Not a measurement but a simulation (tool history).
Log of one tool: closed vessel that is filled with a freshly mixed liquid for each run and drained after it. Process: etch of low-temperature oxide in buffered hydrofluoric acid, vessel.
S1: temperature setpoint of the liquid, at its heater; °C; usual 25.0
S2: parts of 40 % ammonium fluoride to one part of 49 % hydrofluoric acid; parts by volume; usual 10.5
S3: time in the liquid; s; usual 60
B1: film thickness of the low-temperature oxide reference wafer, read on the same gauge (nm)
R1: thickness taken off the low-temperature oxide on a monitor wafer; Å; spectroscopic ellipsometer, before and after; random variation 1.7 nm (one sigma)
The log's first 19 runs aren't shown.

run	day	S1	S2	S3	B1	R1
20	23.429	25.0	12.5	60	119.99	2221.0
21	24.671	26.5	8.0	60	120.00	3650.5
# day 24.788: hydrofluoric acid flow meter replaced
22	25.229	25.0	10.5	60	119.97	2643.4
23	26.279	25.0	10.5	60	119.99	2644.1
24	27.404	25.0	10.5	60	120.00	2649.3
25	28.562	25.0	10.5	60	120.03	2599.0
26	29.492	22.5	10.5	60	119.98	2306.4
27	30.067	20.5	8.0	35	119.97	1527.4
28	30.950	20.0	8.5	60	120.05	2381.3
29	31.558	23.5	9.0	90	120.04	4066.8
30	32.467	25.0	13.0	85	120.05	3066.3
31	33.096	25.0	10.5	60	119.99	2621.6
32	33.967	25.0	10.5	60	120.04	2649.0

Forecast each of these 4 alternatives for the next run:
A	33.996	25.0	10.5	60	?	?
B	33.996	25.0	12.5	75	?	?
C	33.996	25.0	13.0	60	?	?
D	33.996	29.5	10.5	60	?	?

run	B1	R1
A	119.97	2644.5
B	119.97	2788.4
C	119.97	2146.7
D	119.97	3362.6
Without the tool's hidden state the same runs would have given:
run	R1
A	2644.5
B	2788.4
C	2146.7
D	3362.6

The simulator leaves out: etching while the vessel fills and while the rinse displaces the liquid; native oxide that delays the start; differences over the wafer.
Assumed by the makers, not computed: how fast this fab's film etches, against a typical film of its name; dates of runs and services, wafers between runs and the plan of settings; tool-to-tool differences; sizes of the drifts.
